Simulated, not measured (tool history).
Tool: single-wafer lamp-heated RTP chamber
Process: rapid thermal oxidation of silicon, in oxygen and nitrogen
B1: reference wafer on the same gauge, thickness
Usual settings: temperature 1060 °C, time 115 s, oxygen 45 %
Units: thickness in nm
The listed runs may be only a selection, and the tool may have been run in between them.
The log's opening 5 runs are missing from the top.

run 6 hour=54.8 | temperature=1060 time=115 oxygen=45 | B1=8.398 | thickness=9.521
run 7 hour=102.8 | temperature=1060 time=115 oxygen=45 | B1=8.403 | thickness=9.51
run 8 hour=116 | temperature=1038 time=115 oxygen=45 | B1=8.403 | thickness=8.181
run 9 hour=128.5 | temperature=1038 time=115 oxygen=45 | B1=8.394 | thickness=8.175
run 10 hour=140.6 | temperature=1038 time=115 oxygen=45 | B1=8.399 | thickness=8.169
run 11 hour=151.3 | temperature=1060 time=96 oxygen=45 | B1=8.401 | thickness=8.776
-- hour=160.3 oxygen flow controller replaced
run 12 hour=160.8 | temperature=1060 time=141 oxygen=45 | B1=8.398 | thickness=10.42
run 13 hour=175.1 | temperature=1060 time=141 oxygen=45 | B1=8.399 | thickness=10.441
run 14 hour=190.4 | temperature=1060 time=61 oxygen=69 | B1=8.398 | thickness=8.326
run 15 hour=198.5 | temperature=1060 time=159 oxygen=45 | B1=8.4 | thickness=11.066
-- hour=211.6 pyrometer window cleaned and pyrometer calibrated
run 16 hour=215.1 | temperature=1052 time=115 oxygen=45 | B1=8.401 | thickness=8.939
run 17 hour=225.6 | temperature=1080 time=76 oxygen=73 | B1=8.404 | thickness=10.619
run 18 hour=236.3 | temperature=1060 time=115 oxygen=45 | B1=8.398 | thickness=9.431
run 19 hour=244.7 | temperature=1060 time=115 oxygen=45 | B1=8.401 | thickness=9.427

What will run 20 give?
run 20 hour=252 | temperature=1060 time=115 oxygen=45 | B1=? | thickness=?

{"run 20": {"B1": 8.394, "thickness": 9.473}}
On a tool with no hidden condition, and with the same random variation, this run would have come out at thickness 9.436 nm.
